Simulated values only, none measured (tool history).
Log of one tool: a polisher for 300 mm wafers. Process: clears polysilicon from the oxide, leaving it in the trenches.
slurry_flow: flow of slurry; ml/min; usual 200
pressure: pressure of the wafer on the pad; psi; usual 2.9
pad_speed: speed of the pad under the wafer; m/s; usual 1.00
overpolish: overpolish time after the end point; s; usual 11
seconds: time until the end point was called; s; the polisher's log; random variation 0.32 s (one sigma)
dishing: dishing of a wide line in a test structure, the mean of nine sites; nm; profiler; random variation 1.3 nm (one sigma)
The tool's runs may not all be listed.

run	hour	slurry_flow	pressure	pad_speed	overpolish	wafers since the last listed run	wafers polished on this pad	hours since the slurry nozzle was cleaned	hours since the head pressure was calibrated	incoming thickness of the incoming film, nm	seconds	dishing
1	0.0	200	2.9	1.00	11	0	4158	504.8	395.2	297.1	20.4	56.2
# hour 104.6: slurry nozzle cleaned
2	140.2	200	2.9	1.00	11	2393	6552	35.6	535.4	303.8	18.5	55.5
3	207.3	200	2.9	1.00	11	1153	7705	102.7	602.5	298.9	19.3	55.5
# hour 284.4: worn pad replaced by a new one
# hour 307.3: head pressure recalibrated
4	512.0	200	2.9	1.00	11	5135	3879	407.4	204.7	300.4	20.6	55.5
5	597.9	200	2.9	1.00	11	1476	5356	493.3	290.6	305.8	21.5	56.1
6	643.4	145	2.9	0.88	11	782	6138	538.8	336.1	303.7	26.5	52.9
7	722.8	200	2.9	1.00	11	1365	7503	618.2	415.5	299.7	20.9	54.8
8	761.4	200	2.9	1.00	11	663	8167	656.8	454.1	305.4	21.7	53.8
# hour 780.9: worn pad replaced by a new one
9	826.9	200	2.9	1.00	11	1057	791	722.3	519.6	299.1	21.5	54.6
# hour 857.5: slurry nozzle cleaned
10	865.8	200	2.9	1.00	11	651	1443	8.3	558.5	304.2	19.6	56.5
11	960.2	165	2.9	1.00	11	1623	3066	102.7	652.9	296.8	19.9	55.2
# hour 1045.3: head pressure recalibrated
12	1062.3	165	2.9	1.00	11	1721	4787	204.8	17.0	297.0	20.9	56.5
13	1150.1	200	2.5	1.00	11	1509	6297	292.6	104.8	301.3	22.8	53.8
14	1245.1	200	2.5	1.00	11	1633	7930	387.6	199.8	304.2	23.0	54.1
# hour 1310.3: worn pad replaced by a new one
15	1323.9	200	2.9	1.00	11	1286	234	466.4	278.6	300.6	21.0	57.8
16	1417.8	200	2.9	1.14	11	1614	1849	560.3	372.5	300.1	18.4	58.0
17	1485.9	200	3.9	0.90	11	1170	3019	628.4	440.6	300.1	18.0	58.2
18	1537.8	200	2.9	1.10	8	892	3912	680.3	492.5	300.2	18.6	50.8
# hour 1560.4: slurry nozzle cleaned
19	1577.6	165	2.3	0.72	8	667	4579	17.2	532.3	299.4	32.9	40.9
20	1674.2	200	2.9	0.84	7	1660	6240	113.8	628.9	293.6	22.0	46.0
21	1758.8	200	2.3	0.68	5	1454	7694	198.4	713.5	302.7	34.0	32.5
# hour 1787.0: head pressure recalibrated
# hour 1800.1: worn pad replaced by a new one
22	1810.0	230	1.9	0.86	14	777	170	249.6	23.0	295.5	32.8	51.1
23	1906.3	200	2.9	1.00	11	1655	1826	345.9	119.3	302.0	21.6	54.4
24	1961.5	200	2.9	1.00	11	949	2775	401.1	174.5	294.4	20.5	54.3
25	1997.6	245	2.9	1.00	15	620	3395	437.2	210.6	295.3	20.0	58.2
26	2089.5	200	2.9	1.00	11	1580	4976	529.1	302.5	297.4	21.3	54.9
# hour 2293.5: slurry nozzle cleaned
27	2339.6	200	3.2	1.00	11	4282	9258	46.1	552.6	299.6	17.4	56.5
# hour 2354.0: worn pad replaced by a new one
# hour 2429.3: head pressure recalibrated
28	2429.8	200	3.5	1.12	11	1447	1268	136.3	0.5	303.0	16.1	57.4
29	2524.2	155	2.9	1.00	13	1623	2891	230.7	94.9	302.8	22.1	56.5
30	2609.8	180	2.6	0.68	7	1471	4363	316.3	180.5	299.6	34.7	37.4
31	2701.7	220	2.6	1.28	9	1580	5943	408.2	272.4	297.1	16.8	54.4
32	2757.2	200	2.9	1.12	13	954	6897	463.7	327.9	300.7	18.5	57.0
33	2801.7	235	2.0	1.00	11	765	7662	508.2	372.4	295.4	27.1	53.7

Forecast each of these 5 alternatives for the next run:
A	2802.1	200	2.9	0.68	11	6	7669	508.6	372.8	299.3	?	?
B	2802.1	200	2.0	0.82	11	6	7669	508.6	372.8	299.3	?	?
C	2802.1	180	2.9	0.78	11	6	7669	508.6	372.8	299.3	?	?
D	2802.1	200	2.9	1.12	11	6	7669	508.6	372.8	299.3	?	?
E	2802.1	200	2.2	1.00	7	6	7669	508.6	372.8	299.3	?	?

run	seconds	dishing
A	30.7	49.3
B	34.3	47.3
C	27.4	51.2
D	18.7	56.1
E	26.1	43.7
Without the tool's hidden state the same runs would have given:
run	seconds	dishing
A	30.0	49.7
B	33.4	47.8
C	26.5	51.7
D	18.2	56.3
E	25.4	44.2

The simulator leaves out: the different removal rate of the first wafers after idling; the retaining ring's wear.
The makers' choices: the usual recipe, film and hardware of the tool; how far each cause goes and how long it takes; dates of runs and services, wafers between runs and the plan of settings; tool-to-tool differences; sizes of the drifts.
